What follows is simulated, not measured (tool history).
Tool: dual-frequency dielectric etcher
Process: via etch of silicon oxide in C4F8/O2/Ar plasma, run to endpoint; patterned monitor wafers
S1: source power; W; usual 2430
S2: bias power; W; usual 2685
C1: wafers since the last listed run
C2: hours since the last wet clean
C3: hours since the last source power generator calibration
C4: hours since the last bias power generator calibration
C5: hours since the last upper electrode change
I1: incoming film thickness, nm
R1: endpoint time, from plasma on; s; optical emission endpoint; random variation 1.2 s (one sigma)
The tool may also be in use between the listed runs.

| run | hour | S1 | S2 | C1 | C2 | C3 | C4 | C5 | I1 | R1 |
|---|---|---|---|---|---|---|---|---|---|---|
| 1 | 0.0 | 2430 | 2685 | 0 | 409.4 | 3836.5 | 3553.2 | 3745.4 | 2039.4 | 353.0 |
|  | 73.5 | wet clean of the chamber |
| 2 | 74.0 | 2430 | 2685 | 211 | 0.5 | 3910.5 | 3627.2 | 3819.4 | 2067.8 | 344.5 |
| 3 | 90.6 | 2430 | 2685 | 70 | 17.1 | 3927.1 | 3643.8 | 3836.0 | 2061.9 | 345.5 |
| 4 | 158.6 | 2430 | 2685 | 286 | 85.1 | 3995.1 | 3711.8 | 3904.0 | 2057.3 | 345.1 |
| 5 | 182.9 | 2430 | 2685 | 102 | 109.4 | 4019.4 | 3736.1 | 3928.3 | 2049.2 | 344.5 |
| 6 | 254.8 | 2430 | 2685 | 303 | 181.3 | 4091.3 | 3808.0 | 4000.2 | 2052.2 | 348.6 |
| 7 | 279.9 | 2430 | 2685 | 105 | 206.4 | 4116.4 | 3833.1 | 4025.3 | 2073.2 | 352.6 |
| 8 | 338.8 | 2430 | 2685 | 248 | 265.3 | 4175.3 | 3892.0 | 4084.2 | 2058.0 | 349.6 |
| 9 | 397.6 | 2430 | 2685 | 248 | 324.1 | 4234.1 | 3950.8 | 4143.0 | 2058.4 | 352.8 |
| 10 | 431.6 | 2020 | 2898 | 143 | 358.1 | 4268.1 | 3984.8 | 4177.0 | 2078.6 | 386.4 |
| 11 | 489.3 | 2190 | 2037 | 243 | 415.8 | 4325.8 | 4042.5 | 4234.7 | 2070.9 | 405.9 |
|  | 525.8 | bias power generator calibrated |
|  | 531.5 | source power generator calibrated |
|  | 536.2 | wet clean of the chamber |
| 12 | 536.7 | 2070 | 3234 | 146 | 0.5 | 5.2 | 10.9 | 4282.1 | 2037.6 | 347.7 |
|  | 572.4 | upper electrode replaced, of another model than before |
| 13 | 572.9 | 2430 | 2480 | 51 | 36.7 | 41.4 | 47.1 | 0.5 | 2066.9 | 346.3 |
| 14 | 622.8 | 2660 | 3228 | 210 | 86.6 | 91.3 | 97.0 | 50.4 | 2045.1 | 317.0 |
| 15 | 665.2 | 2430 | 2685 | 178 | 129.0 | 133.7 | 139.4 | 92.8 | 2046.4 | 341.8 |
| 16 | 729.4 | 2430 | 2377 | 270 | 193.2 | 197.9 | 203.6 | 157.0 | 2045.3 | 352.5 |
| 17 | 766.5 | 2430 | 2685 | 156 | 230.3 | 235.0 | 240.7 | 194.1 | 2054.3 | 345.1 |
| 18 | 822.3 | 2670 | 2118 | 235 | 286.1 | 290.8 | 296.5 | 249.9 | 2046.4 | 351.8 |

The same runs without the tool's hidden state, with the same run-to-run variation:
The hidden state here: etch rate over this chamber's usual, %; source power that arrives over what is set, %; bias power that arrives over what is set, %.
| run | R1 |
|---|---|
| 1 | 338.5 |
| 2 | 342.2 |
| 3 | 342.7 |
| 4 | 340.0 |
| 5 | 338.7 |
| 6 | 340.4 |
| 7 | 343.4 |
| 8 | 338.6 |
| 9 | 339.8 |
| 10 | 370.9 |
| 11 | 387.4 |
| 12 | 349.2 |
| 13 | 346.5 |
| 14 | 315.7 |
| 15 | 339.0 |
| 16 | 347.6 |
| 17 | 339.1 |
| 18 | 343.8 |
